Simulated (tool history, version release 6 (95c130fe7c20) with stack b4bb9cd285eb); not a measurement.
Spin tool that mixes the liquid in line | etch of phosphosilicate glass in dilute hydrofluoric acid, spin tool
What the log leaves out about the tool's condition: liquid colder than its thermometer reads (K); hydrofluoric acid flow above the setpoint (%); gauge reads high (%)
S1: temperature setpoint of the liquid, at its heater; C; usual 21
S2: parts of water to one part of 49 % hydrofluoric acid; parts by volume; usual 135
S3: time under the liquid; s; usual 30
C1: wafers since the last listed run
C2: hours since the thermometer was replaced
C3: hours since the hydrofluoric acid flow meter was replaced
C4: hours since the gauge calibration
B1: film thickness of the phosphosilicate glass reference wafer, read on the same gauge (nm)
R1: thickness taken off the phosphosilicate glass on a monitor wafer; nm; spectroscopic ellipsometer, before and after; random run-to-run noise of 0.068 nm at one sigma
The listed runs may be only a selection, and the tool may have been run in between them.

run	day	S1	S2	S3	C1	C2	C3	C4	B1	R1
1	0	21	135	30	0	483.7	816.3	130.6	50.03	12.5
2	0.546	21	135	30	207	496.8	829.4	143.7	49.99	12.37
3	0.8	21	135	30	96	502.9	835.5	149.8	50	12.5
4	1.3	21	135	30	190	514.9	847.5	161.8	50.06	12.43
5	2.058	18.5	165	30	288	533.1	865.7	180	49.94	9
# day 2.342: hydrofluoric acid flow meter replaced
# day 2.388: thermometer replaced
6	2.504	25	135	30	137	2.8	3.9	190.7	49.98	14.05
# day 3.208: gauge calibrated
7	3.208	25	135	30	267	19.7	20.8	0	50.04	14.08
8	3.825	21	135	30	234	34.5	35.6	14.8	49.97	12.02
9	4.175	25.5	180	30	133	42.9	44	23.2	50	10.3
10	4.438	21	135	40	99	49.2	50.3	29.5	50	16.06
11	5.721	23	135	15	488	80	81.1	60.3	50	6.46
12	6.408	19.5	190	30	261	96.5	97.6	76.8	49.94	7.69
13	6.908	21	135	30	190	108.5	109.6	88.8	49.97	11.93
14	7.262	22.5	135	30	134	117	118.1	97.3	50.03	12.76
15	7.517	24.5	70	30	96	123.1	124.2	103.4	49.99	28.73

What if the next run were any one of these 3? Each begins from the tool's condition after run 15:
A	7.533	21	135	30	6	123.5	124.6	103.8	?	?
B	7.533	17	205	20	6	123.5	124.6	103.8	?	?
C	7.533	19	95	15	6	123.5	124.6	103.8	?	?

run	B1	R1
A	49.99	12.13
B	49.99	4.24
C	49.99	8.28
Stripped of hidden state, with their random variation kept, the same runs would have yielded:
run	R1
A	12.01
B	4.2
C	8.22

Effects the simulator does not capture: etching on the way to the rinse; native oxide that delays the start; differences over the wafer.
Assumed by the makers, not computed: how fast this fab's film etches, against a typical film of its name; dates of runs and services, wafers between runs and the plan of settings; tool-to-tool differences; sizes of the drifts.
